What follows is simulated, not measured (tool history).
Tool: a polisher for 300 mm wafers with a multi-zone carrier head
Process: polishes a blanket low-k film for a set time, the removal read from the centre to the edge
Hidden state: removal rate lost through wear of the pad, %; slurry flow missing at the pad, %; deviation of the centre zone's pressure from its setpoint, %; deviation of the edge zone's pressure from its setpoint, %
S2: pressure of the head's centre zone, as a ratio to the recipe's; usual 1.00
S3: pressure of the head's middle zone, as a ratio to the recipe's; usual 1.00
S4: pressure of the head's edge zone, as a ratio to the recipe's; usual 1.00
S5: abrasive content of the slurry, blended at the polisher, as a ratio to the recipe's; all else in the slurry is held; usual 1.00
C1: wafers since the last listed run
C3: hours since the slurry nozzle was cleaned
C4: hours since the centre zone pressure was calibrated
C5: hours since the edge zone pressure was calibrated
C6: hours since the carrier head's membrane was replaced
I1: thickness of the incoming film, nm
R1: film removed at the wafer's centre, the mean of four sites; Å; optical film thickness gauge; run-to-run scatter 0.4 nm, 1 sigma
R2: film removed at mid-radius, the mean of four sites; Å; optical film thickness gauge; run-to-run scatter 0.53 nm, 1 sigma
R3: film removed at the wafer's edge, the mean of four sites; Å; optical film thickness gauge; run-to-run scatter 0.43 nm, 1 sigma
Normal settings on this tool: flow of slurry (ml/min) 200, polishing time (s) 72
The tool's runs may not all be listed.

run 1 hour=0.0 | flow_of_slurry_(ml/min)=200 S2=1.00 S3=1.00 S4=1.00 S5=0.85 polishing_time_(s)=72 | C1=0 wafers_polished_on_this_pad=314 C3=385.0 C4=15.0 C5=928.0 C6=1842.9 | I1=535.6 | R1=315 R2=311 R3=315
run 2 hour=6.6 | flow_of_slurry_(ml/min)=200 S2=1.00 S3=1.00 S4=1.00 S5=1.00 polishing_time_(s)=72 | C1=36 wafers_polished_on_this_pad=351 C3=391.6 C4=21.6 C5=934.6 C6=1849.5 | I1=529.3 | R1=331 R2=336 R3=336
run 3 hour=21.4 | flow_of_slurry_(ml/min)=245 S2=0.94 S3=1.06 S4=1.00 S5=1.00 polishing_time_(s)=91 | C1=82 wafers_polished_on_this_pad=434 C3=406.4 C4=36.4 C5=949.4 C6=1864.3 | I1=520.6 | R1=411 R2=438 R3=426
run 4 hour=31.0 | flow_of_slurry_(ml/min)=235 S2=1.00 S3=1.00 S4=1.08 S5=1.00 polishing_time_(s)=72 | C1=53 wafers_polished_on_this_pad=488 C3=416.0 C4=46.0 C5=959.0 C6=1873.9 | I1=533.0 | R1=333 R2=333 R3=347
run 5 hour=43.4 | flow_of_slurry_(ml/min)=150 S2=1.00 S3=0.89 S4=1.08 S5=1.00 polishing_time_(s)=55 | C1=69 wafers_polished_on_this_pad=557 C3=428.4 C4=58.4 C5=971.4 C6=1886.3 | I1=528.9 | R1=230 R2=223 R3=244
run 6 hour=58.5 | flow_of_slurry_(ml/min)=150 S2=1.00 S3=1.04 S4=1.00 S5=0.85 polishing_time_(s)=72 | C1=84 wafers_polished_on_this_pad=641 C3=443.5 C4=73.5 C5=986.5 C6=1901.4 | I1=523.8 | R1=280 R2=284 R3=288
-- hour=66.2 edge zone pressure recalibrated
run 7 hour=66.9 | flow_of_slurry_(ml/min)=250 S2=1.00 S3=1.00 S4=1.00 S5=1.30 polishing_time_(s)=72 | C1=35 wafers_polished_on_this_pad=677 C3=451.9 C4=81.9 C5=0.7 C6=1909.8 | I1=527.7 | R1=346 R2=348 R3=348
run 8 hour=78.3 | flow_of_slurry_(ml/min)=200 S2=0.92 S3=0.92 S4=1.00 S5=1.30 polishing_time_(s)=72 | C1=63 wafers_polished_on_this_pad=741 C3=463.3 C4=93.3 C5=12.1 C6=1921.2 | I1=533.0 | R1=316 R2=328 R3=341
run 9 hour=95.7 | flow_of_slurry_(ml/min)=175 S2=1.00 S3=1.00 S4=1.00 S5=0.85 polishing_time_(s)=96 | C1=97 wafers_polished_on_this_pad=838 C3=480.7 C4=110.7 C5=29.5 C6=1938.6 | I1=539.3 | R1=366 R2=381 R3=367
-- hour=108.3 slurry nozzle cleaned
run 10 hour=113.4 | flow_of_slurry_(ml/min)=200 S2=1.00 S3=1.00 S4=1.00 S5=1.00 polishing_time_(s)=72 | C1=93 wafers_polished_on_this_pad=931 C3=5.1 C4=128.4 C5=47.2 C6=1956.3 | I1=529.2 | R1=303 R2=305 R3=310
-- hour=122.5 worn pad replaced by a new one
run 11 hour=123.0 | flow_of_slurry_(ml/min)=240 S2=1.00 S3=1.00 S4=1.00 S5=1.00 polishing_time_(s)=72 | C1=31 wafers_polished_on_this_pad=3 C3=14.7 C4=138.0 C5=56.8 C6=1965.9 | I1=524.8 | R1=375 R2=369 R3=369
run 12 hour=130.7 | flow_of_slurry_(ml/min)=200 S2=1.00 S3=0.97 S4=1.00 S5=0.80 polishing_time_(s)=72 | C1=43 wafers_polished_on_this_pad=46 C3=22.4 C4=145.7 C5=64.5 C6=1973.6 | I1=527.6 | R1=339 R2=327 R3=325
run 13 hour=141.6 | flow_of_slurry_(ml/min)=200 S2=1.00 S3=1.00 S4=1.00 S5=1.00 polishing_time_(s)=72 | C1=60 wafers_polished_on_this_pad=106 C3=33.3 C4=156.6 C5=75.4 C6=1984.5 | I1=533.4 | R1=366 R2=360 R3=361
run 14 hour=156.5 | flow_of_slurry_(ml/min)=200 S2=1.00 S3=1.00 S4=0.91 S5=1.10 polishing_time_(s)=57 | C1=83 wafers_polished_on_this_pad=190 C3=48.2 C4=171.5 C5=90.3 C6=1999.4 | I1=528.4 | R1=287 R2=288 R3=281
-- hour=168.2 carrier head's membrane replaced by a new one
run 15 hour=168.8 | flow_of_slurry_(ml/min)=200 S2=1.00 S3=1.00 S4=1.07 S5=1.00 polishing_time_(s)=72 | C1=40 wafers_polished_on_this_pad=231 C3=60.5 C4=183.8 C5=102.6 C6=0.6 | I1=531.7 | R1=356 R2=349 R3=359
run 16 hour=177.6 | flow_of_slurry_(ml/min)=200 S2=1.00 S3=0.88 S4=1.08 S5=0.90 polishing_time_(s)=72 | C1=49 wafers_polished_on_this_pad=280 C3=69.3 C4=192.6 C5=111.4 C6=9.4 | I1=533.5 | R1=339 R2=327 R3=352
run 17 hour=219.0 | flow_of_slurry_(ml/min)=200 S2=1.00 S3=1.00 S4=1.08 S5=1.00 polishing_time_(s)=50 | C1=231 wafers_polished_on_this_pad=511 C3=110.7 C4=234.0 C5=152.8 C6=50.8 | I1=538.4 | R1=233 R2=230 R3=235
run 18 hour=227.7 | flow_of_slurry_(ml/min)=200 S2=1.00 S3=1.12 S4=1.00 S5=1.25 polishing_time_(s)=72 | C1=48 wafers_polished_on_this_pad=560 C3=119.4 C4=242.7 C5=161.5 C6=59.5 | I1=520.6 | R1=359 R2=372 R3=359
run 19 hour=233.9 | flow_of_slurry_(ml/min)=175 S2=0.93 S3=0.95 S4=0.97 S5=1.00 polishing_time_(s)=72 | C1=34 wafers_polished_on_this_pad=594 C3=125.6 C4=248.9 C5=167.7 C6=65.7 | I1=530.6 | R1=307 R2=319 R3=323
run 20 hour=244.8 | flow_of_slurry_(ml/min)=200 S2=1.00 S3=1.07 S4=1.00 S5=1.00 polishing_time_(s)=72 | C1=60 wafers_polished_on_this_pad=655 C3=136.5 C4=259.8 C5=178.6 C6=76.6 | I1=538.0 | R1=329 R2=341 R3=327
run 21 hour=255.1 | flow_of_slurry_(ml/min)=200 S2=1.00 S3=1.00 S4=1.00 S5=1.00 polishing_time_(s)=72 | C1=57 wafers_polished_on_this_pad=713 C3=146.8 C4=270.1 C5=188.9 C6=86.9 | I1=533.1 | R1=321 R2=327 R3=320
-- hour=262.7 worn pad replaced by a new one
run 22 hour=272.8 | flow_of_slurry_(ml/min)=200 S2=1.00 S3=0.89 S4=1.00 S5=1.00 polishing_time_(s)=52 | C1=76 wafers_polished_on_this_pad=56 C3=164.5 C4=287.8 C5=206.6 C6=104.6 | I1=521.3 | R1=254 R2=244 R3=253

Some steps in R1, run to run, broken into two amounts with sign: the step expected even without the hidden condition (settings, incoming material, random variation), and the rest, left for the hidden condition together with whatever gauge scatter is not in both the measured and the hidden-condition-free result:
Run 10 -> 11: flow of slurry (ml/min) 200 -> 240, worn pad replaced by a new one. R1 +72 Å: hidden state +60, all else +12.
Run 16 -> 17: S3 0.88 -> 1.00, S5 0.90 -> 1.00, polishing time (s) 72 -> 50. R1 -106 Å: hidden state -5, all else -101.
Run 17 -> 18: S3 1.00 -> 1.12, S4 1.08 -> 1.00, S5 1.00 -> 1.25, polishing time (s) 50 -> 72. R1 +126 Å: hidden state -15, all else +141.
Run 21 -> 22: S3 1.00 -> 0.89, polishing time (s) 72 -> 52, worn pad replaced by a new one. R1 -67 Å: hidden state +34, all else -101.

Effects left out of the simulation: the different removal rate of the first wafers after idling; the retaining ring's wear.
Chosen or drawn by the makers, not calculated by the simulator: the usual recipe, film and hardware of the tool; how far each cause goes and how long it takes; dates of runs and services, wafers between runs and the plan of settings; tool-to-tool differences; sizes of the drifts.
